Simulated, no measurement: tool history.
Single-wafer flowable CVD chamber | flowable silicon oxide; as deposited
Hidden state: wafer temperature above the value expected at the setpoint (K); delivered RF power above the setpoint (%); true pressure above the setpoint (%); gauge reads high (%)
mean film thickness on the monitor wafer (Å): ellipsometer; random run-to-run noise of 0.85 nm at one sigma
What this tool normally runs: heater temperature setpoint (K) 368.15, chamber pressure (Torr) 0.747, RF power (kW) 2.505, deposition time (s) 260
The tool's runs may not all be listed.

run	day	heater temperature setpoint (K)	chamber pressure (Torr)	RF power (kW)	deposition time (s)	wafers since the last listed run	hours since the last thermocouple change	hours since the last RF generator calibration	hours since the last manometer calibration	hours since the showerhead was replaced	hours since the gauge calibration	read-back reference wafer on the same gauge, thickness_nm	mean film thickness on the monitor wafer (Å)
1	0	368.15	0.81	2.505	229	0	1970.1	1066.3	275.6	2055.7	293	165.83	1464.33
2	2.958	368.15	0.747	2.505	260	511	2041.1	1137.3	346.6	2126.7	364	165.836	1546.56
3	5.35	368.15	0.747	2.505	260	413	2098.5	1194.7	404	2184.1	421.4	165.548	1538.19
4	8.475	368.15	0.747	2.31	284	540	2173.5	1269.7	479	2259.1	496.4	165.685	1646.44
# day 10.908: thermocouple changed; heater temperature recalibrated
5	10.929	368.15	0.747	2.31	284	366	0.5	1328.6	537.9	2318	555.3	166.174	1641.45
6	12.479	368.15	0.747	2.505	260	267	37.7	1365.8	575.1	2355.2	592.5	166.259	1528.45
7	14.733	368.15	0.747	2.505	260	389	91.8	1419.9	629.2	2409.3	646.6	166.141	1514.16
8	16.917	368.15	0.747	2.505	260	377	144.2	1472.3	681.6	2461.7	699	165.834	1515.22
9	19.021	368.15	0.747	2.505	277	363	194.7	1522.8	732.1	2512.2	749.5	166.389	1608.05
10	23.496	368.15	0.831	2.505	260	773	302.1	1630.2	839.5	2619.6	856.9	166.168	1659.55
11	26.854	368.15	0.747	2.505	260	580	382.7	1710.8	920.1	2700.2	937.5	166.013	1482.01
12	30.875	368.15	0.805	2.505	260	695	479.2	1807.3	1016.6	2796.7	1034	166.283	1600.07
13	33.929	368.15	0.747	2.505	260	527	552.5	1880.6	1089.9	2870	1107.3	166.001	1472.33
# day 35.162: capacitance manometer re-zeroed and calibrated
14	38.158	368.15	0.747	2.28	241	673	654	1982.1	71.9	2971.5	1208.8	166.153	1385.68
15	41.738	374.15	0.843	2.225	285	618	739.9	2068	157.8	3057.4	1294.7	165.416	1515.42
# day 42.412: RF generator calibrated
16	45.592	368.15	0.699	2.505	260	608	832.4	76.3	250.3	3149.9	1387.2	166.02	1428.45
17	48.692	368.15	0.868	2.175	233	535	906.8	150.7	324.7	3224.3	1461.6	165.806	1520.21
18	51.588	368.15	0.747	2.505	283	500	976.3	220.2	394.2	3293.8	1531.1	166.085	1643.18
19	53.792	359.15	0.862	2.505	260	380	1029.2	273.1	447.1	3346.7	1584	166.14	2348.03
# day 56.35: showerhead replaced
20	56.642	372.15	0.747	2.93	260	435	1097.6	341.5	515.5	7	1652.4	165.816	1363.45
21	60.625	368.15	0.747	2.505	260	688	1193.2	437.1	611.1	102.6	1748	165.691	1494.7
22	62.512	353.15	0.747	2.995	310	326	1238.5	482.4	656.4	147.9	1793.3	165.85	2934.04
23	66.317	368.15	0.747	2.31	284	657	1329.8	573.7	747.7	239.2	1884.6	165.988	1597.3
# day 69.304: gauge calibrated
24	70.475	368.15	0.929	2.335	260	718	1429.6	673.5	847.5	339	28.1	165.992	1829.73
25	73.354	368.15	0.747	2.505	260	497	1498.7	742.6	916.6	408.1	97.2	165.871	1487.69
# day 74.812: capacitance manometer re-zeroed and calibrated
26	74.912	368.15	0.747	2.505	260	211	1536.1	780	2.4	445.5	134.6	165.707	1536.49
27	77.121	368.15	0.747	2.12	260	381	1589.1	833	55.4	498.5	187.6	165.91	1454.71
28	86.667	361.15	0.654	2.145	260	1650	1818.2	1062.1	284.5	727.6	416.7	165.698	1591.69
29	88.7	381.15	0.747	2.505	260	351	1867	1110.9	333.3	776.4	465.5	165.962	981.82

The tool's hidden state at each run:
wafer temperature above the value expected at the setpoint (K): 0 in every run
delivered RF power above the setpoint (%): 0 in every run
gauge reads high (%): 0 in every run
H1: true pressure above the setpoint (%)
run	H1
1	0.339
2	0.18
3	0.0237
4	-0.216
5	-0.432
6	-0.582
7	-0.818
8	-1.07
9	-1.32
10	-1.93
11	-2.45
12	-3.12
13	-3.68
14	-0.218
15	-0.29
16	-0.426
17	-0.581
18	-0.762
19	-0.923
20	-1.16
21	-1.55
22	-1.76
23	-2.22
24	-2.8
25	-3.24
26	-0.0706
27	-0.0817
28	-0.363
29	-0.472
